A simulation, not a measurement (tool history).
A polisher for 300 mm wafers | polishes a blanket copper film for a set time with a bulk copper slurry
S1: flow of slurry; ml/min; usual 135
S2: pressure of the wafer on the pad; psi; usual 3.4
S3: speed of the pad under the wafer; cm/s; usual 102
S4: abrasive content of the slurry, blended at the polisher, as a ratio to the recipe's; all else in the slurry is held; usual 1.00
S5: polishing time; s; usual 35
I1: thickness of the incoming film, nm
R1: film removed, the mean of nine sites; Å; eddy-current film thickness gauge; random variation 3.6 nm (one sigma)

| run | hour | S1 | S2 | S3 | S4 | S5 | I1 | R1 |
|---|---|---|---|---|---|---|---|---|
| 1 | 0.0 | 135 | 3.4 | 120 | 1.00 | 35 | 2148.4 | 4878 |
|  | 6.1 | worn pad replaced by a new one |
| 2 | 8.3 | 135 | 3.4 | 120 | 1.00 | 35 | 2188.0 | 4800 |
| 3 | 24.5 | 135 | 3.4 | 130 | 1.00 | 38 | 2192.4 | 5643 |
| 4 | 41.5 | 135 | 3.4 | 130 | 1.00 | 38 | 2193.4 | 5634 |
| 5 | 51.9 | 135 | 3.4 | 130 | 1.00 | 38 | 2180.9 | 5582 |
| 6 | 65.7 | 135 | 3.4 | 102 | 1.00 | 35 | 2231.5 | 4146 |
| 7 | 77.6 | 135 | 3.4 | 102 | 1.00 | 35 | 2179.9 | 4181 |
| 8 | 90.2 | 135 | 3.4 | 102 | 1.00 | 27 | 2172.3 | 3197 |
|  | 100.4 | slurry nozzle cleaned |
|  | 101.1 | head pressure recalibrated |
| 9 | 101.6 | 135 | 2.3 | 102 | 1.00 | 35 | 2204.8 | 2774 |
| 10 | 110.2 | 135 | 3.9 | 78 | 1.10 | 40 | 2202.1 | 4572 |
|  | 113.1 | slurry blender recalibrated |
|  | 120.0 | worn pad replaced by a new one |
| 11 | 127.2 | 155 | 3.0 | 68 | 1.00 | 39 | 2191.1 | 3123 |
| 12 | 140.6 | 135 | 2.3 | 88 | 1.30 | 40 | 2195.8 | 3143 |
| 13 | 148.7 | 135 | 3.4 | 102 | 1.00 | 35 | 2187.1 | 4202 |
| 14 | 157.4 | 135 | 2.3 | 102 | 1.00 | 35 | 2235.8 | 2861 |

The same runs without the tool's hidden state, with the same run-to-run variation:
The hidden state here: removal rate lost through wear of the pad, %; slurry flow missing at the pad, %; deviation of the head's pressure from its setpoint, %; abrasive missing from the slurry, %.
| run | R1 |
|---|---|
| 1 | 4928 |
| 2 | 4859 |
| 3 | 5736 |
| 4 | 5751 |
| 5 | 5713 |
| 6 | 4259 |
| 7 | 4308 |
| 8 | 3305 |
| 9 | 2877 |
| 10 | 4755 |
| 11 | 3139 |
| 12 | 3170 |
| 13 | 4246 |
| 14 | 2897 |

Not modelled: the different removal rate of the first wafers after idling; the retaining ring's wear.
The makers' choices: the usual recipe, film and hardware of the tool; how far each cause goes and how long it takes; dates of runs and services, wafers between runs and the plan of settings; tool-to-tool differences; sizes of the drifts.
